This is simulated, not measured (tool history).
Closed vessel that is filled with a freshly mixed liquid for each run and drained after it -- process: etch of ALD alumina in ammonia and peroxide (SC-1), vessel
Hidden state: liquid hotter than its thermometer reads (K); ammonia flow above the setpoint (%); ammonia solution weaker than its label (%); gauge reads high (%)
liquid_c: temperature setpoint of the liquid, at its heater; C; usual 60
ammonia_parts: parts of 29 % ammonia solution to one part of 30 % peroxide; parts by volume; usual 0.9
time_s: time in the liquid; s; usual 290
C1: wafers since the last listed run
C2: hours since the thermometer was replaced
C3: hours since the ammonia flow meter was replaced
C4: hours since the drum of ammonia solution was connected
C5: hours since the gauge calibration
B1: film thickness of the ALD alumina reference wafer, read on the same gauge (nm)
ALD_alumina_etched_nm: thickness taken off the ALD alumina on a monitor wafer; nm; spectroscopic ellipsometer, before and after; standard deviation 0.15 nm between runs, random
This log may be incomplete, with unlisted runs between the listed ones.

Run 1, hour 0: usual settings; C1 0; C2 2424.8; C3 540.4; C4 307.5; C5 13.4; B1 69.99. Result: ALD_alumina_etched_nm 31.97 nm.
Run 2, hour 28.1: usual settings but ammonia_parts 0.65 parts by volume; C1 2184; C2 2452.9; C3 568.5; C4 335.6; C5 41.5; B1 70. Result: ALD_alumina_etched_nm 31.17 nm.
Run 3, hour 55.3: usual settings; C1 2114; C2 2480.1; C3 595.7; C4 362.8; C5 68.7; B1 70. Result: ALD_alumina_etched_nm 32.12 nm.
Run 4, hour 68.1: usual settings; C1 995; C2 2492.9; C3 608.5; C4 375.6; C5 81.5; B1 70. Result: ALD_alumina_etched_nm 32.45 nm.
Run 5, hour 87.9: usual settings; C1 1539; C2 2512.7; C3 628.3; C4 395.4; C5 101.3; B1 70.02. Result: ALD_alumina_etched_nm 32.77 nm.
Run 6, hour 111.4: usual settings; C1 1827; C2 2536.2; C3 651.8; C4 418.9; C5 124.8; B1 70. Result: ALD_alumina_etched_nm 32.43 nm.
Run 7, hour 145.7: usual settings; C1 2667; C2 2570.5; C3 686.1; C4 453.2; C5 159.1; B1 69.99. Result: ALD_alumina_etched_nm 32.56 nm.
Run 8, hour 165.5: usual settings; C1 1539; C2 2590.3; C3 705.9; C4 473; C5 178.9; B1 70.01. Result: ALD_alumina_etched_nm 32.55 nm.
At hour 217.5: ammonia flow meter replaced.
Run 9, hour 239.4: usual settings; C1 5668; C2 2664.2; C3 21.9; C4 546.9; C5 252.8; B1 70.01. Result: ALD_alumina_etched_nm 32.67 nm.
Run 10, hour 272.1: usual settings but liquid_c 52.5 C, ammonia_parts 0.55 parts by volume; C1 2542; C2 2696.9; C3 54.6; C4 579.6; C5 285.5; B1 69.97. Result: ALD_alumina_etched_nm 21.08 nm.
At hour 273.6: thermometer replaced.
Run 11, hour 306: usual settings; C1 2558; C2 32.4; C3 88.5; C4 613.5; C5 319.4; B1 70. Result: ALD_alumina_etched_nm 29.02 nm.

Run 12 has not been measured yet. What should we expect?
Run 12, hour 329.6: usual settings but ammonia_parts 1.2 parts by volume; C1 1835; C2 56; C3 112.1; C4 637.1; C5 343; B1 ?. Result: ALD_alumina_etched_nm ?.

{"run 12": {"B1": 69.98, "ALD_alumina_etched_nm": 29.77}}
Were there no unlogged condition in the tool, this run, its random variation unchanged, would have produced ALD_alumina_etched_nm 29.08 nm.

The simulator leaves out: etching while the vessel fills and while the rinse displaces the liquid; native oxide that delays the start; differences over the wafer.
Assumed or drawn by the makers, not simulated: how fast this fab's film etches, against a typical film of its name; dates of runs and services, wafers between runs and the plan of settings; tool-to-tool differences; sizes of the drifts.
